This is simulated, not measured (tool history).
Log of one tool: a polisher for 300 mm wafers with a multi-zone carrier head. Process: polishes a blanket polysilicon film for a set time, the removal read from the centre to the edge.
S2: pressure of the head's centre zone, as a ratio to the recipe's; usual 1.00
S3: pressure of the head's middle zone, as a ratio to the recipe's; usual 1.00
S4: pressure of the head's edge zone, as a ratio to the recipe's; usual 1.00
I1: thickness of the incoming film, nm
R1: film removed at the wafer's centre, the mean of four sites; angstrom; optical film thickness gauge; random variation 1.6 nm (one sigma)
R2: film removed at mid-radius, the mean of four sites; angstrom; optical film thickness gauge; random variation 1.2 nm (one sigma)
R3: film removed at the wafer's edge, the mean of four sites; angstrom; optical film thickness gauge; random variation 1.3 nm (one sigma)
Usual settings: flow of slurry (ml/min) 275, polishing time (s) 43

Run 1, hour 0.0: usual settings but S2 1.04, S4 0.95; I1 1033.4. Result: R1 1995 angstrom, R2 1979 angstrom, R3 1903 angstrom.
At hour 8.8: worn pad replaced by a new one.
Run 2, hour 9.3: usual settings but S3 1.06, S4 0.96; I1 1043.3. Result: R1 1941 angstrom, R2 2086 angstrom, R3 1892 angstrom.
Run 3, hour 21.2: usual settings but S3 1.06, S4 0.96; I1 1012.3. Result: R1 1962 angstrom, R2 2066 angstrom, R3 1910 angstrom.
At hour 23.8: edge zone pressure recalibrated.
Run 4, hour 48.4: usual settings; I1 1039.2. Result: R1 1961 angstrom, R2 1986 angstrom, R3 1949 angstrom.
Run 5, hour 61.5: usual settings; I1 1027.4. Result: R1 1918 angstrom, R2 1971 angstrom, R3 1947 angstrom.
Run 6, hour 69.1: usual settings; I1 1030.3. Result: R1 1941 angstrom, R2 1981 angstrom, R3 1930 angstrom.
Run 7, hour 86.4: usual settings; I1 1017.5. Result: R1 1920 angstrom, R2 1966 angstrom, R3 1973 angstrom.
Run 8, hour 103.9: usual settings but flow of slurry (ml/min) 360, S4 1.05, polishing time (s) 33; I1 1031.6. Result: R1 1503 angstrom, R2 1553 angstrom, R3 1575 angstrom.
Run 9, hour 121.0: usual settings but flow of slurry (ml/min) 245; I1 1036.7. Result: R1 1882 angstrom, R2 1958 angstrom, R3 1935 angstrom.
Run 10, hour 135.7: usual settings but flow of slurry (ml/min) 240, S3 0.95, S4 0.92; I1 1029.5. Result: R1 1894 angstrom, R2 1834 angstrom, R3 1835 angstrom.
At hour 143.8: centre zone pressure recalibrated.
At hour 147.0: worn pad replaced by a new one.
Run 11, hour 152.7: usual settings; I1 1019.9. Result: R1 1924 angstrom, R2 1969 angstrom, R3 1950 angstrom.
Run 12, hour 166.4: usual settings but flow of slurry (ml/min) 235, polishing time (s) 52; I1 1039.5. Result: R1 2286 angstrom, R2 2354 angstrom, R3 2333 angstrom.
Run 13, hour 180.4: usual settings but S2 1.05, S3 1.05; I1 1023.9. Result: R1 2024 angstrom, R2 2062 angstrom, R3 1977 angstrom.
Run 14, hour 188.6: usual settings but S3 0.93, S4 1.09; I1 1043.1. Result: R1 1917 angstrom, R2 1868 angstrom, R3 2026 angstrom.
Run 15, hour 196.6: usual settings but S4 0.92; I1 1043.9. Result: R1 1889 angstrom, R2 1992 angstrom, R3 1874 angstrom.
Run 16, hour 212.7: usual settings but S4 1.08; I1 1037.6. Result: R1 1926 angstrom, R2 1990 angstrom, R3 2049 angstrom.
At hour 218.6: slurry nozzle cleaned.
At hour 221.4: carrier head's membrane replaced by a new one.
Run 17, hour 229.4: usual settings but S2 0.96; I1 1026.4. Result: R1 1860 angstrom, R2 1965 angstrom, R3 1953 angstrom.
Run 18, hour 245.7: usual settings but S4 1.05; I1 1041.5. Result: R1 1913 angstrom, R2 1971 angstrom, R3 1976 angstrom.
Run 19, hour 256.1: usual settings; I1 1044.6. Result: R1 1935 angstrom, R2 1972 angstrom, R3 1934 angstrom.
Run 20, hour 271.3: usual settings; I1 1050.4. Result: R1 1915 angstrom, R2 1971 angstrom, R3 1949 angstrom.
Run 21, hour 282.8: usual settings but S3 0.92, polishing time (s) 28; I1 1007.1. Result: R1 1249 angstrom, R2 1208 angstrom, R3 1265 angstrom.
At hour 301.7: worn pad replaced by a new one.
Run 22, hour 302.2: usual settings but flow of slurry (ml/min) 335, S2 1.06, polishing time (s) 36; I1 1023.7. Result: R1 1751 angstrom, R2 1684 angstrom, R3 1661 angstrom.
Run 23, hour 308.9: usual settings but flow of slurry (ml/min) 340, S3 0.93, polishing time (s) 29; I1 1019.5. Result: R1 1340 angstrom, R2 1279 angstrom, R3 1335 angstrom.

Forecast each of these 3 alternatives for the next run:
Run A, hour 309.3: usual settings; I1 1034.8. Result: R1 ?, R2 ?, R3 ?.
Run B, hour 309.3: usual settings but S3 1.08, polishing time (s) 34; I1 1034.8. Result: R1 ?, R2 ?, R3 ?.
Run C, hour 309.3: usual settings but flow of slurry (ml/min) 305, S3 1.11, S4 0.93, polishing time (s) 37; I1 1034.8. Result: R1 ?, R2 ?, R3 ?.

run    R1    R2    R3
  A  1895  1965  1925
  B  1500  1659  1520
  C  1653  1870  1612
Without the tool's hidden state the same runs would have given:
run    R1    R2    R3
  A  1895  1965  1925
  B  1500  1659  1520
  C  1653  1870  1612
